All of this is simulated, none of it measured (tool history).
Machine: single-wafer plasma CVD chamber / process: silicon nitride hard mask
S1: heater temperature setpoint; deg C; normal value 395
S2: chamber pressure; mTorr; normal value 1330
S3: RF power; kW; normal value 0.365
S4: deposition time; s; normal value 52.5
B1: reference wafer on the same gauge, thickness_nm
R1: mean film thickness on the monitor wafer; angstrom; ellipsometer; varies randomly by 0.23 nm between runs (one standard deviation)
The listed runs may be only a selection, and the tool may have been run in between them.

{"run": 1, "hour": 0.0, "S1": 395, "S2": 1330, "S3": 0.365, "S4": 52.5, "B1": 53.48, "R1": 602.86}
{"run": 2, "hour": 73.4, "S1": 395, "S2": 1330, "S3": 0.365, "S4": 52.5, "B1": 53.466, "R1": 605.9}
{"run": 3, "hour": 180.0, "S1": 395, "S2": 1330, "S3": 0.365, "S4": 52.5, "B1": 53.476, "R1": 604.7}
{"run": 4, "hour": 284.5, "S1": 395, "S2": 1330, "S3": 0.365, "S4": 52.5, "B1": 53.494, "R1": 605.08}
{"run": 5, "hour": 323.9, "S1": 395, "S2": 1330, "S3": 0.39, "S4": 44.4, "B1": 53.504, "R1": 540.56}
{"run": 6, "hour": 393.5, "S1": 395, "S2": 1330, "S3": 0.39, "S4": 44.4, "B1": 53.476, "R1": 541.46}
{"hour": 424.8, "done": "gauge calibrated"}
{"hour": 431.7, "done": "thermocouple changed; heater temperature recalibrated"}
{"hour": 468.7, "done": "showerhead replaced"}
{"run": 7, "hour": 487.4, "S1": 395, "S2": 1330, "S3": 0.365, "S4": 52.5, "B1": 53.486, "R1": 603.59}
{"run": 8, "hour": 569.4, "S1": 395, "S2": 1330, "S3": 0.365, "S4": 52.5, "B1": 53.507, "R1": 601.42}
{"run": 9, "hour": 616.3, "S1": 387, "S2": 1530, "S3": 0.4, "S4": 58.3, "B1": 53.505, "R1": 762.32}
{"run": 10, "hour": 705.5, "S1": 395, "S2": 1330, "S3": 0.405, "S4": 52.5, "B1": 53.485, "R1": 660.81}
{"run": 11, "hour": 807.4, "S1": 395, "S2": 1330, "S3": 0.365, "S4": 52.5, "B1": 53.517, "R1": 602.45}
{"run": 12, "hour": 846.6, "S1": 395, "S2": 1330, "S3": 0.365, "S4": 61.4, "B1": 53.525, "R1": 709.34}
{"run": 13, "hour": 918.0, "S1": 395, "S2": 1330, "S3": 0.365, "S4": 52.5, "B1": 53.514, "R1": 601.98}
{"run": 14, "hour": 1001.2, "S1": 395, "S2": 1200, "S3": 0.365, "S4": 44.8, "B1": 53.479, "R1": 494.13}
{"run": 15, "hour": 1063.7, "S1": 395, "S2": 1330, "S3": 0.365, "S4": 52.5, "B1": 53.511, "R1": 600.03}
{"run": 16, "hour": 1168.0, "S1": 395, "S2": 1330, "S3": 0.365, "S4": 48.7, "B1": 53.52, "R1": 552.73}
{"run": 17, "hour": 1246.7, "S1": 395, "S2": 1330, "S3": 0.365, "S4": 58.8, "B1": 53.517, "R1": 669.22}
{"run": 18, "hour": 1348.6, "S1": 395, "S2": 1330, "S3": 0.365, "S4": 52.5, "B1": 53.525, "R1": 595.87}
{"run": 19, "hour": 1402.5, "S1": 395, "S2": 1330, "S3": 0.365, "S4": 55.0, "B1": 53.515, "R1": 629.17}
{"run": 20, "hour": 1480.2, "S1": 408, "S2": 1110, "S3": 0.385, "S4": 52.5, "B1": 53.501, "R1": 585.78}
{"hour": 1529.2, "done": "capacitance manometer re-zeroed and calibrated"}
{"run": 21, "hour": 1560.3, "S1": 395, "S2": 1150, "S3": 0.365, "S4": 52.5, "B1": 53.486, "R1": 571.14}
{"run": 22, "hour": 1660.9, "S1": 387, "S2": 1040, "S3": 0.42, "S4": 52.5, "B1": 53.546, "R1": 621.38}
{"run": 23, "hour": 1728.5, "S1": 395, "S2": 1330, "S3": 0.365, "S4": 57.1, "B1": 53.507, "R1": 649.42}
{"hour": 1819.8, "done": "thermocouple changed; heater temperature recalibrated"}
{"run": 24, "hour": 1826.6, "S1": 387, "S2": 1330, "S3": 0.365, "S4": 55.3, "B1": 53.484, "R1": 625.37}
{"run": 25, "hour": 1914.2, "S1": 395, "S2": 1330, "S3": 0.43, "S4": 47.8, "B1": 53.457, "R1": 618.12}
{"run": 26, "hour": 1966.9, "S1": 395, "S2": 1330, "S3": 0.365, "S4": 52.5, "B1": 53.488, "R1": 592.42}
{"run": 27, "hour": 2067.8, "S1": 395, "S2": 1330, "S3": 0.305, "S4": 44.2, "B1": 53.511, "R1": 414.04}
{"run": 28, "hour": 2285.6, "S1": 395, "S2": 1030, "S3": 0.365, "S4": 52.5, "B1": 53.478, "R1": 545.58}

Below are 4 alternative next runs, each starting from the tool's condition after run 28. Predict each:
{"run": "A", "hour": 2286.0, "S1": 395, "S2": 1330, "S3": 0.365, "S4": 52.5, "B1": "?", "R1": "?"}
{"run": "B", "hour": 2286.0, "S1": 382, "S2": 1660, "S3": 0.415, "S4": 52.5, "B1": "?", "R1": "?"}
{"run": "C", "hour": 2286.0, "S1": 406, "S2": 1070, "S3": 0.365, "S4": 61.7, "B1": "?", "R1": "?"}
{"run": "D", "hour": 2286.0, "S1": 395, "S2": 1330, "S3": 0.365, "S4": 58.1, "B1": "?", "R1": "?"}

run=A B1=53.472 R1=591.40
run=B B1=53.472 R1=708.75
run=C B1=53.472 R1=645.62
run=D B1=53.472 R1=654.36
With the hidden condition removed and each run's random variation left untouched, the same runs would have given:
run=A R1=611.19
run=B R1=730.72
run=C R1=667.23
run=D R1=676.27
